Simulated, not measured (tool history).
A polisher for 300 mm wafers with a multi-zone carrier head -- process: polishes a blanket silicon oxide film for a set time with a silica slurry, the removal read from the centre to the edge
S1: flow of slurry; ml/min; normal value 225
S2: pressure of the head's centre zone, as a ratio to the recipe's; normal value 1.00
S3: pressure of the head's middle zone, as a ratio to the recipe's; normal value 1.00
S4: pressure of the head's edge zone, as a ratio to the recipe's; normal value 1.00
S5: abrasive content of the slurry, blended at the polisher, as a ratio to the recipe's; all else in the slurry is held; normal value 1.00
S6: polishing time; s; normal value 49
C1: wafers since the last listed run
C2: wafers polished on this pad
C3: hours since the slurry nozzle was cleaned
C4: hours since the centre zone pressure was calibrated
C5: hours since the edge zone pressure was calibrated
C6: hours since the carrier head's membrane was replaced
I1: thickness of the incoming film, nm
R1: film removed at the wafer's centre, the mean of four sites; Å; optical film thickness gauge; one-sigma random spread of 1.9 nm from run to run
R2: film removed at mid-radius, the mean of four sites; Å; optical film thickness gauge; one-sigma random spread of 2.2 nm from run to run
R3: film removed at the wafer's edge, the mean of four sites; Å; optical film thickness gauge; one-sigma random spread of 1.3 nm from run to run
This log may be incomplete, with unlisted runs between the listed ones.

| run | hour | S1 | S2 | S3 | S4 | S5 | S6 | C1 | C2 | C3 | C4 | C5 | C6 | I1 | R1 | R2 | R3 |
|---|---|---|---|---|---|---|---|---|---|---|---|---|---|---|---|---|---|
| 1 | 0.0 | 225 | 1.12 | 1.00 | 1.00 | 1.00 | 49 | 0 | 1817 | 868.9 | 498.7 | 197.4 | 373.5 | 852.5 | 1516 | 1405 | 1424 |
|  | 3.1 | slurry nozzle cleaned |
| 2 | 184.2 | 225 | 0.94 | 0.94 | 1.00 | 1.00 | 59 | 2891 | 4708 | 181.1 | 682.9 | 381.6 | 557.7 | 836.3 | 1726 | 1767 | 1841 |
|  | 191.0 | centre zone pressure recalibrated |
| 3 | 217.1 | 225 | 1.00 | 1.00 | 1.00 | 1.00 | 49 | 487 | 5196 | 214.0 | 26.1 | 414.5 | 590.6 | 849.9 | 1507 | 1506 | 1542 |
| 4 | 254.2 | 225 | 1.00 | 1.00 | 1.00 | 1.10 | 49 | 585 | 5781 | 251.1 | 63.2 | 451.6 | 627.7 | 843.8 | 1615 | 1622 | 1645 |
| 5 | 326.0 | 225 | 1.00 | 1.00 | 1.00 | 1.25 | 63 | 1133 | 6914 | 322.9 | 135.0 | 523.4 | 699.5 | 854.0 | 2189 | 2210 | 2268 |
|  | 392.2 | worn pad replaced by a new one |
| 6 | 393.8 | 225 | 1.07 | 1.00 | 1.00 | 1.00 | 39 | 1006 | 25 | 390.7 | 202.8 | 591.2 | 767.3 | 866.0 | 1247 | 1194 | 1205 |
|  | 399.6 | carrier head's membrane replaced by a new one, of another model than before |
| 7 | 444.4 | 225 | 1.00 | 1.00 | 1.00 | 1.00 | 49 | 719 | 744 | 441.3 | 253.4 | 641.8 | 44.8 | 845.4 | 1495 | 1503 | 1533 |
| 8 | 511.4 | 225 | 1.00 | 1.00 | 1.00 | 0.75 | 49 | 1057 | 1802 | 508.3 | 320.4 | 708.8 | 111.8 | 839.6 | 1175 | 1183 | 1203 |
| 9 | 557.1 | 305 | 0.95 | 1.00 | 1.11 | 0.80 | 49 | 721 | 2523 | 554.0 | 366.1 | 754.5 | 157.5 | 851.6 | 1229 | 1336 | 1383 |
|  | 577.2 | edge zone pressure recalibrated |
| 10 | 598.6 | 225 | 1.00 | 1.00 | 1.00 | 1.00 | 49 | 623 | 3146 | 595.5 | 407.6 | 21.4 | 199.0 | 850.0 | 1471 | 1506 | 1482 |
| 11 | 667.3 | 225 | 1.00 | 1.00 | 1.00 | 1.00 | 49 | 1084 | 4230 | 664.2 | 476.3 | 90.1 | 267.7 | 839.3 | 1436 | 1447 | 1487 |
| 12 | 733.0 | 225 | 0.97 | 1.00 | 1.00 | 1.00 | 63 | 1036 | 5267 | 729.9 | 542.0 | 155.8 | 333.4 | 838.3 | 1812 | 1875 | 1892 |
| 13 | 762.1 | 225 | 0.95 | 1.00 | 1.00 | 1.00 | 33 | 459 | 5726 | 759.0 | 571.1 | 184.9 | 362.5 | 843.7 | 913 | 962 | 984 |
| 14 | 800.5 | 225 | 0.93 | 1.00 | 1.04 | 1.10 | 49 | 605 | 6332 | 797.4 | 609.5 | 223.3 | 400.9 | 845.3 | 1414 | 1476 | 1574 |
|  | 841.7 | centre zone pressure recalibrated |
|  | 845.1 | slurry nozzle cleaned |
|  | 852.0 | worn pad replaced by a new one |
| 15 | 867.8 | 225 | 1.00 | 1.00 | 1.00 | 1.00 | 49 | 951 | 248 | 22.7 | 26.1 | 290.6 | 468.2 | 834.8 | 1489 | 1548 | 1526 |
| 16 | 916.9 | 225 | 1.00 | 1.00 | 1.10 | 1.10 | 49 | 774 | 1023 | 71.8 | 75.2 | 339.7 | 517.3 | 843.6 | 1595 | 1599 | 1747 |
| 17 | 1131.7 | 225 | 1.00 | 1.00 | 1.00 | 1.00 | 49 | 3389 | 4413 | 286.6 | 290.0 | 554.5 | 732.1 | 861.6 | 1478 | 1509 | 1540 |
| 18 | 1198.0 | 225 | 1.00 | 1.00 | 0.91 | 1.00 | 41 | 1046 | 5459 | 352.9 | 356.3 | 620.8 | 798.4 | 836.9 | 1240 | 1271 | 1205 |
| 19 | 1258.9 | 225 | 1.00 | 1.00 | 1.00 | 0.80 | 32 | 961 | 6420 | 413.8 | 417.2 | 681.7 | 859.3 | 854.5 | 829 | 834 | 833 |
| 20 | 1304.9 | 225 | 1.00 | 1.00 | 1.00 | 1.00 | 49 | 725 | 7146 | 459.8 | 463.2 | 727.7 | 905.3 | 848.8 | 1511 | 1520 | 1520 |
|  | 1337.2 | edge zone pressure recalibrated |
|  | 1339.0 | carrier head's membrane replaced by a new one |
| 21 | 1339.5 | 225 | 1.00 | 1.00 | 1.00 | 1.00 | 65 | 486 | 7632 | 494.4 | 497.8 | 2.3 | 0.5 | 861.8 | 2001 | 2002 | 2026 |

Describe how what the log doesn't record of the tool's condition differs between the last listed run preceding each entry between runs and the first listed run following it.
In the gap between runs 1 and 2: slurry nozzle cleaned (hour 3.1)
  slurry flow missing at the pad, %: 42.6 -> 4.96
  measured minus no-state result, R1: -171 -> -13 Å; R2: -141 -> -12 Å; R3: -102 -> -9 Å
In the gap between runs 2 and 3: centre zone pressure recalibrated (hour 191.0)
  slurry flow missing at the pad, %: 4.96 -> 5.69
  measured minus no-state result, R1: -13 -> -13 Å; R2: -12 -> -11 Å; R3: -9 -> -9 Å
In the gap between runs 5 and 6: worn pad replaced by a new one (hour 392.2)
  slurry flow missing at the pad, %: 8.99 -> 11.7
  measured minus no-state result, R1: -31 -> -24 Å; R2: -28 -> -20 Å; R3: -21 -> -15 Å
In the gap between runs 6 and 7: carrier head's membrane replaced by a new one, of another model than before (hour 399.6)
  slurry flow missing at the pad, %: 11.7 -> 14.1
  measured minus no-state result, R1: -24 -> -35 Å; R2: -20 -> -32 Å; R3: -15 -> -24 Å
In the gap between runs 9 and 10: edge zone pressure recalibrated (hour 577.2)
  slurry flow missing at the pad, %: 20.4 -> 23.1
  measured minus no-state result, R1: -34 -> -65 Å; R2: -34 -> -60 Å; R3: -26 -> -43 Å
In the gap between runs 14 and 15: centre zone pressure recalibrated (hour 841.7); slurry nozzle cleaned (hour 845.1); worn pad replaced by a new one (hour 852.0)
  slurry flow missing at the pad, %: 38.9 -> 0.1
  measured minus no-state result, R1: -136 -> +0 Å; R2: -127 -> +0 Å; R3: -97 -> +0 Å
In the gap between runs 20 and 21: edge zone pressure recalibrated (hour 1337.2); carrier head's membrane replaced by a new one (hour 1339.0)
  slurry flow missing at the pad, %: 12 -> 13.8
  measured minus no-state result, R1: -30 -> -46 Å; R2: -27 -> -42 Å; R3: -20 -> -32 Å

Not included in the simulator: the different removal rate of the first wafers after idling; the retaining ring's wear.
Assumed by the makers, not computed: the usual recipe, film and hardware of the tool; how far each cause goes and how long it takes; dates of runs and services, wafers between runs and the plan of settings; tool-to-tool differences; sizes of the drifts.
